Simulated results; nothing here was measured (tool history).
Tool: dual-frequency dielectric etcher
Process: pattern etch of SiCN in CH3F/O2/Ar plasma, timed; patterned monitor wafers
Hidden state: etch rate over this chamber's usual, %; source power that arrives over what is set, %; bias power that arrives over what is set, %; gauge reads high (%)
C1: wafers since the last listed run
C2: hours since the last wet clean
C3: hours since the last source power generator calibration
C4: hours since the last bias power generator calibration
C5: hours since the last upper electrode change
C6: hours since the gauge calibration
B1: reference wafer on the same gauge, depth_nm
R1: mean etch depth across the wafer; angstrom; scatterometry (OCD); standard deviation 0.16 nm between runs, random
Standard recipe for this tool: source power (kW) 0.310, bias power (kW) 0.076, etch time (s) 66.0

run 1 day=0.000 | source_power_(kW)=0.310 bias_power_(kW)=0.084 etch_time_(s)=66.0 | C1=0 C2=457.3 C3=1447.3 C4=1133.5 C5=1555.8 C6=338.5 | B1=26.58 | R1=243.3
-- day=1.938 wet clean of the chamber
run 2 day=2.533 | source_power_(kW)=0.310 bias_power_(kW)=0.084 etch_time_(s)=66.0 | C1=429 C2=14.3 C3=1508.1 C4=1194.3 C5=1616.6 C6=399.3 | B1=26.53 | R1=254.6
run 3 day=4.496 | source_power_(kW)=0.310 bias_power_(kW)=0.084 etch_time_(s)=66.0 | C1=549 C2=61.4 C3=1555.2 C4=1241.4 C5=1663.7 C6=446.4 | B1=26.66 | R1=257.1
run 4 day=6.575 | source_power_(kW)=0.280 bias_power_(kW)=0.062 etch_time_(s)=66.0 | C1=581 C2=111.3 C3=1605.1 C4=1291.3 C5=1713.6 C6=496.3 | B1=26.61 | R1=220.3
run 5 day=9.396 | source_power_(kW)=0.280 bias_power_(kW)=0.062 etch_time_(s)=66.0 | C1=789 C2=179.0 C3=1672.8 C4=1359.0 C5=1781.3 C6=564.0 | B1=26.59 | R1=216.2
run 6 day=10.900 | source_power_(kW)=0.310 bias_power_(kW)=0.076 etch_time_(s)=66.0 | C1=420 C2=215.1 C3=1708.9 C4=1395.1 C5=1817.4 C6=600.1 | B1=26.58 | R1=243.6
run 7 day=12.933 | source_power_(kW)=0.310 bias_power_(kW)=0.076 etch_time_(s)=66.0 | C1=569 C2=263.9 C3=1757.7 C4=1443.9 C5=1866.2 C6=648.9 | B1=26.58 | R1=241.0
run 8 day=15.092 | source_power_(kW)=0.310 bias_power_(kW)=0.076 etch_time_(s)=66.0 | C1=604 C2=315.7 C3=1809.5 C4=1495.7 C5=1918.0 C6=700.7 | B1=26.66 | R1=239.1
run 9 day=16.375 | source_power_(kW)=0.330 bias_power_(kW)=0.066 etch_time_(s)=66.0 | C1=359 C2=346.5 C3=1840.3 C4=1526.5 C5=1948.8 C6=731.5 | B1=26.64 | R1=233.6
-- day=18.104 wet clean of the chamber
run 10 day=19.275 | source_power_(kW)=0.330 bias_power_(kW)=0.066 etch_time_(s)=66.0 | C1=531 C2=28.1 C3=1909.9 C4=1596.1 C5=2018.4 C6=801.1 | B1=26.64 | R1=245.8
-- day=20.075 source power generator calibrated
run 11 day=21.646 | source_power_(kW)=0.330 bias_power_(kW)=0.076 etch_time_(s)=66.0 | C1=616 C2=85.0 C3=37.7 C4=1653.0 C5=2075.3 C6=858.0 | B1=26.52 | R1=252.9
run 12 day=23.629 | source_power_(kW)=0.330 bias_power_(kW)=0.076 etch_time_(s)=66.0 | C1=555 C2=132.6 C3=85.3 C4=1700.6 C5=2122.9 C6=905.6 | B1=26.66 | R1=251.2
run 13 day=25.912 | source_power_(kW)=0.310 bias_power_(kW)=0.076 etch_time_(s)=60.5 | C1=639 C2=187.4 C3=140.1 C4=1755.4 C5=2177.7 C6=960.4 | B1=26.54 | R1=221.4
run 14 day=27.754 | source_power_(kW)=0.370 bias_power_(kW)=0.076 etch_time_(s)=66.0 | C1=515 C2=231.6 C3=184.3 C4=1799.6 C5=2221.9 C6=1004.6 | B1=26.58 | R1=263.6
run 15 day=29.138 | source_power_(kW)=0.260 bias_power_(kW)=0.065 etch_time_(s)=46.5 | C1=387 C2=264.8 C3=217.5 C4=1832.8 C5=2255.1 C6=1037.8 | B1=26.65 | R1=146.6
-- day=29.821 bias power generator calibrated
run 16 day=30.904 | source_power_(kW)=0.230 bias_power_(kW)=0.061 etch_time_(s)=72.5 | C1=447 C2=307.2 C3=259.9 C4=26.0 C5=2297.5 C6=1080.2 | B1=26.59 | R1=211.4
-- day=31.117 gauge calibrated
-- day=34.088 wet clean of the chamber
run 17 day=34.108 | source_power_(kW)=0.360 bias_power_(kW)=0.086 etch_time_(s)=74.0 | C1=616 C2=0.5 C3=336.8 C4=102.9 C5=2374.4 C6=71.8 | B1=26.53 | R1=311.2
run 18 day=35.588 | source_power_(kW)=0.360 bias_power_(kW)=0.076 etch_time_(s)=66.0 | C1=413 C2=36.0 C3=372.3 C4=138.4 C5=2409.9 C6=107.3 | B1=26.63 | R1=264.2
run 19 day=37.258 | source_power_(kW)=0.380 bias_power_(kW)=0.064 etch_time_(s)=55.5 | C1=467 C2=76.1 C3=412.4 C4=178.5 C5=2450.0 C6=147.4 | B1=26.64 | R1=215.6
-- day=39.367 upper electrode replaced
run 20 day=39.388 | source_power_(kW)=0.390 bias_power_(kW)=0.069 etch_time_(s)=75.0 | C1=316 C2=127.2 C3=463.5 C4=229.6 C5=0.5 C6=198.5 | B1=26.59 | R1=301.9
run 21 day=41.233 | source_power_(kW)=0.310 bias_power_(kW)=0.076 etch_time_(s)=66.0 | C1=516 C2=171.5 C3=507.8 C4=273.9 C5=44.8 C6=242.8 | B1=26.55 | R1=241.9
run 22 day=43.992 | source_power_(kW)=0.310 bias_power_(kW)=0.076 etch_time_(s)=66.0 | C1=771 C2=237.7 C3=574.0 C4=340.1 C5=111.0 C6=309.0 | B1=26.58 | R1=238.8
run 23 day=45.742 | source_power_(kW)=0.310 bias_power_(kW)=0.085 etch_time_(s)=77.0 | C1=489 C2=279.7 C3=616.0 C4=382.1 C5=153.0 C6=351.0 | B1=26.55 | R1=292.2
run 24 day=48.742 | source_power_(kW)=0.310 bias_power_(kW)=0.088 etch_time_(s)=51.5 | C1=839 C2=351.7 C3=688.0 C4=454.1 C5=225.0 C6=423.0 | B1=26.72 | R1=194.7
run 25 day=50.600 | source_power_(kW)=0.230 bias_power_(kW)=0.061 etch_time_(s)=72.5 | C1=520 C2=396.3 C3=732.6 C4=498.7 C5=269.6 C6=467.6 | B1=26.64 | R1=204.1
run 26 day=52.488 | source_power_(kW)=0.380 bias_power_(kW)=0.070 etch_time_(s)=66.0 | C1=528 C2=441.6 C3=777.9 C4=544.0 C5=314.9 C6=512.9 | B1=26.59 | R1=254.8
-- day=55.350 wet clean of the chamber
run 27 day=55.371 | source_power_(kW)=0.230 bias_power_(kW)=0.076 etch_time_(s)=48.0 | C1=527 C2=0.5 C3=847.1 C4=613.2 C5=384.1 C6=582.1 | B1=26.57 | R1=156.0
run 28 day=58.238 | source_power_(kW)=0.280 bias_power_(kW)=0.070 etch_time_(s)=66.0 | C1=802 C2=69.3 C3=915.9 C4=682.0 C5=452.9 C6=650.9 | B1=26.51 | R1=229.2
run 29 day=60.654 | source_power_(kW)=0.310 bias_power_(kW)=0.090 etch_time_(s)=81.5 | C1=676 C2=127.3 C3=973.9 C4=740.0 C5=510.9 C6=708.9 | B1=26.63 | R1=325.1

Consider 3 possible next runs. They are alternatives, not a sequence: every one starts from the tool as it was left by run 29. What does each give?
run A day=60.671 | source_power_(kW)=0.310 bias_power_(kW)=0.090 etch_time_(s)=66.0 | C1=4 C2=127.7 C3=974.3 C4=740.4 C5=511.3 C6=709.3 | B1=? | R1=?
run B day=60.671 | source_power_(kW)=0.350 bias_power_(kW)=0.095 etch_time_(s)=66.0 | C1=4 C2=127.7 C3=974.3 C4=740.4 C5=511.3 C6=709.3 | B1=? | R1=?
run C day=60.671 | source_power_(kW)=0.310 bias_power_(kW)=0.076 etch_time_(s)=59.5 | C1=4 C2=127.7 C3=974.3 C4=740.4 C5=511.3 C6=709.3 | B1=? | R1=?

run=A B1=26.67 R1=263.4
run=B B1=26.67 R1=285.0
run=C B1=26.67 R1=224.6
What these runs would have given with no unlogged condition in the tool:
run=A R1=265.0
run=B R1=286.7
run=C R1=225.9
